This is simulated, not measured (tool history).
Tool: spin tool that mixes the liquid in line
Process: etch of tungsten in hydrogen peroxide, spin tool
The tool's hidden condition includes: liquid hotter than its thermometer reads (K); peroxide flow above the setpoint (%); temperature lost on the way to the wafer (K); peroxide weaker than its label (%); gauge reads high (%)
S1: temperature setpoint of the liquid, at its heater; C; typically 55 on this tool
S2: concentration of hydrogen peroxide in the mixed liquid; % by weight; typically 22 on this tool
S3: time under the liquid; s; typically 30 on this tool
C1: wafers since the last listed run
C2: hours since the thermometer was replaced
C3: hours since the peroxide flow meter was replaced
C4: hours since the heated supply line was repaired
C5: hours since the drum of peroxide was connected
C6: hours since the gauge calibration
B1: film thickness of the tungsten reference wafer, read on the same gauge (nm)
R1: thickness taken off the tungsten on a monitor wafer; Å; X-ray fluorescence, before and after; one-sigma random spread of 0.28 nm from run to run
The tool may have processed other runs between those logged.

run 1 hour=0 | S1=55 S2=22 S3=30 | C1=0 C2=91 C3=1404.7 C4=503.1 C5=696.3 C6=625.4 | B1=39.96 | R1=350.9
-- hour=15.4 peroxide flow meter replaced
run 2 hour=15.9 | S1=55 S2=22 S3=15 | C1=227 C2=106.9 C3=0.5 C4=519 C5=712.2 C6=641.3 | B1=39.97 | R1=172.7
run 3 hour=40.2 | S1=50.5 S2=22 S3=30 | C1=371 C2=131.2 C3=24.8 C4=543.3 C5=736.5 C6=665.6 | B1=40.02 | R1=264.2
run 4 hour=57.7 | S1=55 S2=19 S3=40 | C1=267 C2=148.7 C3=42.3 C4=560.8 C5=754 C6=683.1 | B1=39.98 | R1=436.1
run 5 hour=70.4 | S1=55 S2=19 S3=40 | C1=194 C2=161.4 C3=55 C4=573.5 C5=766.7 C6=695.8 | B1=39.97 | R1=425
run 6 hour=103.4 | S1=55 S2=28.5 S3=30 | C1=504 C2=194.4 C3=88 C4=606.5 C5=799.7 C6=728.8 | B1=40 | R1=392.9
-- hour=119.8 new drum of peroxide connected
run 7 hour=133 | S1=63 S2=22 S3=30 | C1=437 C2=224 C3=117.6 C4=636.1 C5=13.2 C6=758.4 | B1=40 | R1=567.5
run 8 hour=159.9 | S1=59 S2=24 S3=15 | C1=411 C2=250.9 C3=144.5 C4=663 C5=40.1 C6=785.3 | B1=40.04 | R1=230
run 9 hour=195.1 | S1=47.5 S2=18.5 S3=20 | C1=538 C2=286.1 C3=179.7 C4=698.2 C5=75.3 C6=820.5 | B1=40.05 | R1=135.8
run 10 hour=210.2 | S1=55 S2=22 S3=30 | C1=230 C2=301.2 C3=194.8 C4=713.3 C5=90.4 C6=835.6 | B1=40.02 | R1=348.6
run 11 hour=232.4 | S1=47.5 S2=22 S3=30 | C1=339 C2=323.4 C3=217 C4=735.5 C5=112.6 C6=857.8 | B1=40.01 | R1=217.6
-- hour=240.6 heated supply line repaired
run 12 hour=246.6 | S1=55 S2=22 S3=30 | C1=201 C2=337.6 C3=231.2 C4=6 C5=126.8 C6=872 | B1=39.98 | R1=380.3
run 13 hour=262.8 | S1=55 S2=22 S3=30 | C1=247 C2=353.8 C3=247.4 C4=22.2 C5=143 C6=888.2 | B1=39.98 | R1=376.2
run 14 hour=288.2 | S1=55 S2=22 S3=25 | C1=388 C2=379.2 C3=272.8 C4=47.6 C5=168.4 C6=913.6 | B1=40.03 | R1=312.1
run 15 hour=315 | S1=60 S2=27.5 S3=15 | C1=409 C2=406 C3=299.6 C4=74.4 C5=195.2 C6=940.4 | B1=39.98 | R1=278.7
run 16 hour=349.6 | S1=46 S2=24.5 S3=20 | C1=529 C2=440.6 C3=334.2 C4=109 C5=229.8 C6=975 | B1=40.04 | R1=149.9
run 17 hour=381.5 | S1=55 S2=16.5 S3=30 | C1=487 C2=472.5 C3=366.1 C4=140.9 C5=261.7 C6=1006.9 | B1=40.03 | R1=319.3
-- hour=384.2 gauge calibrated
run 18 hour=399.9 | S1=55 S2=22 S3=50 | C1=281 C2=490.9 C3=384.5 C4=159.3 C5=280.1 C6=15.7 | B1=39.98 | R1=610.7
run 19 hour=417.9 | S1=55 S2=28 S3=30 | C1=275 C2=508.9 C3=402.5 C4=177.3 C5=298.1 C6=33.7 | B1=39.98 | R1=412
run 20 hour=430 | S1=55 S2=19 S3=40 | C1=185 C2=521 C3=414.6 C4=189.4 C5=310.2 C6=45.8 | B1=40 | R1=450.1
run 21 hour=458.3 | S1=52.5 S2=26.5 S3=30 | C1=432 C2=549.3 C3=442.9 C4=217.7 C5=338.5 C6=74.1 | B1=39.99 | R1=343.7
run 22 hour=474.6 | S1=55 S2=24.5 S3=40 | C1=249 C2=565.6 C3=459.2 C4=234 C5=354.8 C6=90.4 | B1=40 | R1=515.1
run 23 hour=495.3 | S1=55 S2=22 S3=30 | C1=316 C2=586.3 C3=479.9 C4=254.7 C5=375.5 C6=111.1 | B1=40.01 | R1=366.8
-- hour=522.2 thermometer replaced
run 24 hour=523.6 | S1=48.5 S2=28 S3=30 | C1=417 C2=1.4 C3=508.2 C4=283 C5=403.8 C6=139.4 | B1=40.06 | R1=273
run 25 hour=555.6 | S1=55 S2=22 S3=20 | C1=489 C2=33.4 C3=540.2 C4=315 C5=435.8 C6=171.4 | B1=40.03 | R1=239.2
run 26 hour=583.3 | S1=51.5 S2=19 S3=25 | C1=423 C2=61.1 C3=567.9 C4=342.7 C5=463.5 C6=199.1 | B1=40.01 | R1=226.3
run 27 hour=600.9 | S1=62.5 S2=18 S3=30 | C1=269 C2=78.7 C3=585.5 C4=360.3 C5=481.1 C6=216.7 | B1=40.06 | R1=496.5

Measured minus without-hidden-state, run by run (identical run-to-run variation in each term; gauge scatter may differ):
run=1 R1=-36.8
run=2 R1=-18.7
run=3 R1=-30.1
run=4 R1=-50.4
run=5 R1=-50
run=6 R1=-48.5
run=7 R1=-47.8
run=8 R1=-20.8
run=9 R1=-14.1
run=10 R1=-35.6
run=11 R1=-24
run=12 R1=-8.6
run=13 R1=-9.5
run=14 R1=-9.2
run=15 R1=-9.4
run=16 R1=-6.1
run=17 R1=-14.3
run=18 R1=-29.4
run=19 R1=-21
run=20 R1=-23.8
run=21 R1=-19.9
run=22 R1=-30.9
run=23 R1=-23.3
run=24 R1=-19.1
run=25 R1=-17.7
run=26 R1=-18.1
run=27 R1=-39.5

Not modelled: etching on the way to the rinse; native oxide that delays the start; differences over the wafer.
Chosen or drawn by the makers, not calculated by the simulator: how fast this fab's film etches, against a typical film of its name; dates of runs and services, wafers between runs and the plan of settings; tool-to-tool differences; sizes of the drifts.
